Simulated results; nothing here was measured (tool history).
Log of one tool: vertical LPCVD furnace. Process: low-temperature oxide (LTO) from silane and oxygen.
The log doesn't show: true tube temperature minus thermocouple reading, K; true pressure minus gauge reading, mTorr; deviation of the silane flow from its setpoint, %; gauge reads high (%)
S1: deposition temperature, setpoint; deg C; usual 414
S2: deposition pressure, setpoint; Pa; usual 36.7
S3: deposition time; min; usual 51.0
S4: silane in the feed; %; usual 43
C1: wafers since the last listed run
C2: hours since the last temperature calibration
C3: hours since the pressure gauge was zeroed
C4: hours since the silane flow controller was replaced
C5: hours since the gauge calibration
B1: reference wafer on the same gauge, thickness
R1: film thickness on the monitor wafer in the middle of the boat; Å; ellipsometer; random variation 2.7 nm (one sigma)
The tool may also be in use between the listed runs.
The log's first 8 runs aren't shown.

{"run": 9, "hour": 603.2, "S1": 414, "S2": 42.0, "S3": 51.0, "S4": 43, "C1": 1503, "C2": 3461.6, "C3": 3081.3, "C4": 2032.0, "C5": 141.6, "B1": 732.21, "R1": 9365.9}
{"run": 10, "hour": 761.4, "S1": 414, "S2": 30.7, "S3": 46.5, "S4": 43, "C1": 2534, "C2": 3619.8, "C3": 3239.5, "C4": 2190.2, "C5": 299.8, "B1": 733.96, "R1": 6228.2}
{"run": 11, "hour": 816.4, "S1": 414, "S2": 30.7, "S3": 46.5, "S4": 43, "C1": 881, "C2": 3674.8, "C3": 3294.5, "C4": 2245.2, "C5": 354.8, "B1": 732.89, "R1": 6205.5}
{"run": 12, "hour": 908.6, "S1": 414, "S2": 36.7, "S3": 51.0, "S4": 43, "C1": 1477, "C2": 3767.0, "C3": 3386.7, "C4": 2337.4, "C5": 447.0, "B1": 732.49, "R1": 8184.8}
{"run": 13, "hour": 989.4, "S1": 414, "S2": 36.7, "S3": 51.0, "S4": 43, "C1": 1294, "C2": 3847.8, "C3": 3467.5, "C4": 2418.2, "C5": 527.8, "B1": 734.24, "R1": 8168.0}
{"run": 14, "hour": 1088.1, "S1": 422, "S2": 36.7, "S3": 51.0, "S4": 48, "C1": 1581, "C2": 3946.5, "C3": 3566.2, "C4": 2516.9, "C5": 626.5, "B1": 732.67, "R1": 9763.3}
{"run": 15, "hour": 1159.0, "S1": 423, "S2": 36.7, "S3": 51.0, "S4": 37, "C1": 1136, "C2": 4017.4, "C3": 3637.1, "C4": 2587.8, "C5": 697.4, "B1": 733.12, "R1": 7538.0}
{"run": 16, "hour": 1248.7, "S1": 423, "S2": 36.7, "S3": 51.0, "S4": 39, "C1": 1437, "C2": 4107.1, "C3": 3726.8, "C4": 2677.5, "C5": 787.1, "B1": 733.15, "R1": 8056.2}
{"run": 17, "hour": 1319.0, "S1": 414, "S2": 36.7, "S3": 63.0, "S4": 39, "C1": 1126, "C2": 4177.4, "C3": 3797.1, "C4": 2747.8, "C5": 857.4, "B1": 732.52, "R1": 9049.6}
{"run": 18, "hour": 1360.5, "S1": 414, "S2": 36.7, "S3": 51.0, "S4": 43, "C1": 664, "C2": 4218.9, "C3": 3838.6, "C4": 2789.3, "C5": 898.9, "B1": 733.61, "R1": 8180.5}
{"hour": 1386.0, "done": "pressure gauge zeroed"}
{"hour": 1420.4, "done": "silane flow controller replaced"}
{"run": 19, "hour": 1441.5, "S1": 414, "S2": 36.7, "S3": 51.0, "S4": 43, "C1": 528, "C2": 4299.9, "C3": 55.5, "C4": 21.1, "C5": 979.9, "B1": 733.63, "R1": 8166.0}
{"run": 20, "hour": 1486.2, "S1": 414, "S2": 36.7, "S3": 51.0, "S4": 43, "C1": 716, "C2": 4344.6, "C3": 100.2, "C4": 65.8, "C5": 1024.6, "B1": 733.03, "R1": 8176.2}
{"hour": 1540.6, "done": "thermocouples replaced and temperature profile calibrated"}
{"run": 21, "hour": 1559.3, "S1": 414, "S2": 33.3, "S3": 39.0, "S4": 40, "C1": 786, "C2": 18.7, "C3": 173.3, "C4": 138.9, "C5": 1097.7, "B1": 732.84, "R1": 5251.1}
{"run": 22, "hour": 1601.7, "S1": 414, "S2": 33.3, "S3": 71.0, "S4": 43, "C1": 679, "C2": 61.1, "C3": 215.7, "C4": 181.3, "C5": 1140.1, "B1": 731.73, "R1": 10351.9}
{"run": 23, "hour": 1647.5, "S1": 414, "S2": 42.0, "S3": 33.0, "S4": 48, "C1": 733, "C2": 106.9, "C3": 261.5, "C4": 227.1, "C5": 1185.9, "B1": 731.69, "R1": 6725.9}
{"run": 24, "hour": 1700.6, "S1": 417, "S2": 40.0, "S3": 51.0, "S4": 37, "C1": 850, "C2": 160.0, "C3": 314.6, "C4": 280.2, "C5": 1239.0, "B1": 732.29, "R1": 7726.6}
{"run": 25, "hour": 1786.0, "S1": 424, "S2": 32.7, "S3": 51.0, "S4": 43, "C1": 1368, "C2": 245.4, "C3": 400.0, "C4": 365.6, "C5": 1324.4, "B1": 733.81, "R1": 8075.5}
{"hour": 1837.4, "done": "gauge calibrated"}
{"run": 26, "hour": 1876.1, "S1": 410, "S2": 33.3, "S3": 38.5, "S4": 48, "C1": 1443, "C2": 335.5, "C3": 490.1, "C4": 455.7, "C5": 38.7, "B1": 731.87, "R1": 5979.5}
{"run": 27, "hour": 1923.3, "S1": 426, "S2": 36.7, "S3": 40.5, "S4": 46, "C1": 756, "C2": 382.7, "C3": 537.3, "C4": 502.9, "C5": 85.9, "B1": 733.77, "R1": 7825.2}
{"run": 28, "hour": 2022.4, "S1": 414, "S2": 42.0, "S3": 51.0, "S4": 49, "C1": 1587, "C2": 481.8, "C3": 636.4, "C4": 602.0, "C5": 185.0, "B1": 732.97, "R1": 10563.1}
{"run": 29, "hour": 2087.1, "S1": 409, "S2": 36.7, "S3": 70.0, "S4": 43, "C1": 1036, "C2": 546.5, "C3": 701.1, "C4": 666.7, "C5": 249.7, "B1": 733.35, "R1": 10688.8}
{"run": 30, "hour": 2123.2, "S1": 414, "S2": 36.7, "S3": 51.0, "S4": 43, "C1": 578, "C2": 582.6, "C3": 737.2, "C4": 702.8, "C5": 285.8, "B1": 733.08, "R1": 8189.4}
{"run": 31, "hour": 2193.1, "S1": 406, "S2": 31.3, "S3": 31.5, "S4": 45, "C1": 1120, "C2": 652.5, "C3": 807.1, "C4": 772.7, "C5": 355.7, "B1": 733.31, "R1": 4154.4}

4 ways to go on from here, each from the tool as it stands after run 31. What would each give?
{"run": "A", "hour": 2198.2, "S1": 420, "S2": 36.7, "S3": 51.0, "S4": 43, "C1": 81, "C2": 657.6, "C3": 812.2, "C4": 777.8, "C5": 360.8, "B1": "?", "R1": "?"}
{"run": "B", "hour": 2198.2, "S1": 414, "S2": 30.0, "S3": 56.5, "S4": 43, "C1": 81, "C2": 657.6, "C3": 812.2, "C4": 777.8, "C5": 360.8, "B1": "?", "R1": "?"}
{"run": "C", "hour": 2198.2, "S1": 417, "S2": 36.7, "S3": 51.0, "S4": 43, "C1": 81, "C2": 657.6, "C3": 812.2, "C4": 777.8, "C5": 360.8, "B1": "?", "R1": "?"}
{"run": "D", "hour": 2198.2, "S1": 414, "S2": 44.0, "S3": 51.0, "S4": 43, "C1": 81, "C2": 657.6, "C3": 812.2, "C4": 777.8, "C5": 360.8, "B1": "?", "R1": "?"}

run=A B1=733.40 R1=8733.9
run=B B1=733.40 R1=7452.2
run=C B1=733.40 R1=8475.4
run=D B1=733.40 R1=9865.9
Without the tool's hidden state the same runs would have given:
run=A R1=8733.9
run=B R1=7452.2
run=C R1=8475.4
run=D R1=9865.9

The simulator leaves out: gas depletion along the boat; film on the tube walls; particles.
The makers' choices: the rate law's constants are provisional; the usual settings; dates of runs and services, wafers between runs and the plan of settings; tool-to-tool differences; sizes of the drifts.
